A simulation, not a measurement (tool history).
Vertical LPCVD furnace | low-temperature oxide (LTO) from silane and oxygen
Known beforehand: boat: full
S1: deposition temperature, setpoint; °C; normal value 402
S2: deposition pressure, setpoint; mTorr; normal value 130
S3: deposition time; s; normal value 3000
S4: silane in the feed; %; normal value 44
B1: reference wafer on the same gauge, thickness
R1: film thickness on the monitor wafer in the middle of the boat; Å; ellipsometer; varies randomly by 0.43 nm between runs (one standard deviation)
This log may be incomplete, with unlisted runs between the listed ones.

run     day   S1   S2    S3  S4      B1      R1
  1   0.000  402  130  3690  44  302.97  3825.0
  2   0.454  402  130  3690  44  302.91  3832.6
  3   1.012  402  130  3000  44  303.11  3101.9
  4   2.758  402  130  3000  44  302.95  2995.1
  5   2.971  402  130  3000  44  302.86  3001.0
  6   3.188  402  130  3000  44  303.05  3002.1
  7   3.762  402  130  3000  44  303.01  2996.9
  8   4.483  402  130  3000  44  302.93  3000.3
  9   6.221  402  130  3390  38  303.06  2866.7
 10   6.433  402  130  3390  38  302.97  2873.6
 11   6.646  402  130  3000  37  302.98  2455.8
 12   6.862  393  130  3000  44  303.06  2731.4
 13   7.075  407  130  3000  44  302.99  3169.9
 14   7.288  410  130  3000  44  302.86  3273.8
 15   8.512  402  130  3000  38  302.87  2414.0
 16   8.725  402  130  3690  44  302.90  3525.2
 17   9.067  402  105  3930  36  302.99  2393.4
 18   9.667  402  130  3000  50  303.09  3232.2
 19  10.429  402  130  3000  44  303.01  2880.3
 20  10.875  402  100  3000  49  302.98  2448.5
 21  11.512  402  105  3450  44  302.94  2669.6
 22  12.171  391  130  3420  44  302.96  2918.4
 23  12.588  402  130  3000  44  303.04  2883.3
 24  13.379  390  130  3000  44  303.10  2533.9
 25  13.912  396  105  3540  48  303.02  2821.8
 26  14.812  402  130  3000  44  302.94  2895.1
 27  17.112  402  130  3000  44  303.10  2902.6
 28  17.712  397  155  3600  41  303.03  3638.0
 29  18.454  402  130  1890  37  302.87  1499.6
 30  19.271  397  155  3000  40  302.91  2948.9
 31  19.721  391  130  2130  36  303.02  1437.5
 32  20.033  402  130  4170  49  303.02  4494.2

Put back what was entered between runs (4 entries, withheld): which listed runs does each sit between, and how does the hidden state differ from the listed run before to the listed run after?
In the gap between runs 3 and 4: thermocouples replaced and temperature profile calibrated (day 2.738)
  true tube temperature minus thermocouple reading, K: 3.66 -> 0.263; true pressure minus gauge reading, mTorr: 6.32 -> 6.33
  difference, measured minus the result without the unlogged condition, R1: +255.6 -> +147.1 Å
In the gap between runs 8 and 9: silane flow controller replaced (day 6.200)
  true tube temperature minus thermocouple reading, K: 0.386 -> 0.506; true pressure minus gauge reading, mTorr: 6.35 -> 6.36
  difference, measured minus the result without the unlogged condition, R1: +151.3 -> +148.9 Å
In the gap between runs 9 and 10: gauge calibrated (day 6.300)
  true tube temperature minus thermocouple reading, K: 0.506 -> 0.52
  difference, measured minus the result without the unlogged condition, R1: +148.9 -> +149.7 Å
In the gap between runs 14 and 15: pressure gauge zeroed (day 8.492)
  true tube temperature minus thermocouple reading, K: 0.577 -> 0.657; true pressure minus gauge reading, mTorr: 6.36 -> -0.351
  difference, measured minus the result without the unlogged condition, R1: +171.2 -> +11.1 Å
